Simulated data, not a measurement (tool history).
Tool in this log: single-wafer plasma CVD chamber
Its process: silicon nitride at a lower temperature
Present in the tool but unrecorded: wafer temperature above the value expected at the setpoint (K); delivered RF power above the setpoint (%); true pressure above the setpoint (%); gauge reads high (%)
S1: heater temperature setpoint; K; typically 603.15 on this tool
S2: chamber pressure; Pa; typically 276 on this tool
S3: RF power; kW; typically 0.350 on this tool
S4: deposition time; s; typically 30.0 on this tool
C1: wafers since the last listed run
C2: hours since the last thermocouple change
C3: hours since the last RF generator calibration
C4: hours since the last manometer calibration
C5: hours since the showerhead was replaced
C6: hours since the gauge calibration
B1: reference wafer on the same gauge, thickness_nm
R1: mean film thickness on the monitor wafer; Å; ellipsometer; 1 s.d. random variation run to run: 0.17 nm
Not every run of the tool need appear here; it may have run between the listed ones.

run     day      S1   S2     S3    S4    C1      C2      C3      C4      C5      C6      B1      R1
  1   0.000  603.15  276  0.315  30.0     0  1419.4  1397.5   739.0  5135.5   627.4  50.679  418.62
  2   2.492  603.15  276  0.315  30.0  1138  1479.2  1457.3   798.8  5195.3   687.2  50.620  419.15
  3  14.638  603.15  276  0.350  30.0  5550  1770.7  1748.8  1090.3  5486.8   978.7  50.644  448.72
  4  18.225  603.15  276  0.350  30.0  1639  1856.8  1834.9  1176.4  5572.9  1064.8  50.647  448.71
  5  21.662  603.15  276  0.350  30.0  1570  1939.3  1917.4  1258.9  5655.4  1147.3  50.578  446.66
  6  24.512  603.15  276  0.320  30.0  1302  2007.7  1985.8  1327.3  5723.8  1215.7  50.632  417.72
     25.917  -- gauge calibrated
  7  28.596  603.15  276  0.350  30.0  1866  2105.7  2083.8  1425.3  5821.8    64.3  50.602  447.60
  8  32.438  614.15  276  0.335  30.0  1755  2197.9  2176.0  1517.5  5914.0   156.5  50.715  427.53
  9  36.742  603.15  276  0.350  30.0  1967  2301.2  2279.3  1620.8  6017.3   259.8  50.520  444.59
 10  41.058  603.15  276  0.350  30.0  1972  2404.8  2382.9  1724.4  6120.9   363.4  50.595  439.70
 11  43.229  603.15  259  0.350  30.0   992  2456.9  2435.0  1776.5  6173.0   415.5  50.598  432.61
     43.929  -- thermocouple changed; heater temperature recalibrated
     44.629  -- RF generator calibrated
 12  45.417  603.15  259  0.350  30.0   695    35.7    18.9  1829.0  6225.5   468.0  50.598  450.56

Run 13 comes next. What will it give?
 13  49.821  603.15  276  0.350  27.5  2012  141.4  124.6  1934.7  6331.2  573.7   ?   ?

B1: 50.549
R1: 422.35 Å
With the hidden condition absent and the run-to-run variation left alone, this run would have shown R1 428.05 Å.
